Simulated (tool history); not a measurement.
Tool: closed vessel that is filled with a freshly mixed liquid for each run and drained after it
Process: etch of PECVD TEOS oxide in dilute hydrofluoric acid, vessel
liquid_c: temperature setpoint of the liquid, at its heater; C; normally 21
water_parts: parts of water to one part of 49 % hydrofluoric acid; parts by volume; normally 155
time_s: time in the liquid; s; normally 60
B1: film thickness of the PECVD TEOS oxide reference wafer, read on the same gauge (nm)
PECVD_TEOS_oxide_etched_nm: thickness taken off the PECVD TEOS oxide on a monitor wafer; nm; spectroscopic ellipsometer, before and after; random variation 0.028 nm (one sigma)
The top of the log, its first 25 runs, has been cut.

{"run": 26, "hour": 1979.7, "liquid_c": 17, "water_parts": 215, "time_s": 90, "B1": 143.62, "PECVD_TEOS_oxide_etched_nm": 6.55}
{"run": 27, "hour": 2047.2, "liquid_c": 21, "water_parts": 210, "time_s": 60, "B1": 143.71, "PECVD_TEOS_oxide_etched_nm": 5.28}
{"run": 28, "hour": 2099.1, "liquid_c": 21, "water_parts": 115, "time_s": 30, "B1": 143.77, "PECVD_TEOS_oxide_etched_nm": 5.31}
{"run": 29, "hour": 2140.3, "liquid_c": 25.5, "water_parts": 155, "time_s": 60, "B1": 143.79, "PECVD_TEOS_oxide_etched_nm": 8.99}
{"run": 30, "hour": 2220.2, "liquid_c": 19, "water_parts": 90, "time_s": 75, "B1": 143.83, "PECVD_TEOS_oxide_etched_nm": 16}
{"run": 31, "hour": 2306.2, "liquid_c": 17, "water_parts": 90, "time_s": 60, "B1": 143.91, "PECVD_TEOS_oxide_etched_nm": 11.83}
{"hour": 2383.4, "done": "gauge calibrated"}
{"run": 32, "hour": 2394.9, "liquid_c": 17, "water_parts": 105, "time_s": 45, "B1": 140.04, "PECVD_TEOS_oxide_etched_nm": 7.25}
{"run": 33, "hour": 2481.5, "liquid_c": 21, "water_parts": 155, "time_s": 60, "B1": 140.69, "PECVD_TEOS_oxide_etched_nm": 7.37}

Consider 4 possible next runs. They are alternatives, not a sequence: every one starts from the tool as it was left by run 33. What does each give?
{"run": "A", "hour": 2482.2, "liquid_c": 21, "water_parts": 155, "time_s": 60, "B1": "?", "PECVD_TEOS_oxide_etched_nm": "?"}
{"run": "B", "hour": 2482.2, "liquid_c": 21, "water_parts": 135, "time_s": 60, "B1": "?", "PECVD_TEOS_oxide_etched_nm": "?"}
{"run": "C", "hour": 2482.2, "liquid_c": 25, "water_parts": 155, "time_s": 60, "B1": "?", "PECVD_TEOS_oxide_etched_nm": "?"}
{"run": "D", "hour": 2482.2, "liquid_c": 21, "water_parts": 95, "time_s": 60, "B1": "?", "PECVD_TEOS_oxide_etched_nm": "?"}

run=A B1=140.71 PECVD_TEOS_oxide_etched_nm=7.37
run=B B1=140.71 PECVD_TEOS_oxide_etched_nm=8.64
run=C B1=140.71 PECVD_TEOS_oxide_etched_nm=8.59
run=D B1=140.71 PECVD_TEOS_oxide_etched_nm=12.84
Without the tool's unlogged condition, the same runs would have read:
run=A PECVD_TEOS_oxide_etched_nm=7.33
run=B PECVD_TEOS_oxide_etched_nm=8.6
run=C PECVD_TEOS_oxide_etched_nm=8.55
run=D PECVD_TEOS_oxide_etched_nm=12.78

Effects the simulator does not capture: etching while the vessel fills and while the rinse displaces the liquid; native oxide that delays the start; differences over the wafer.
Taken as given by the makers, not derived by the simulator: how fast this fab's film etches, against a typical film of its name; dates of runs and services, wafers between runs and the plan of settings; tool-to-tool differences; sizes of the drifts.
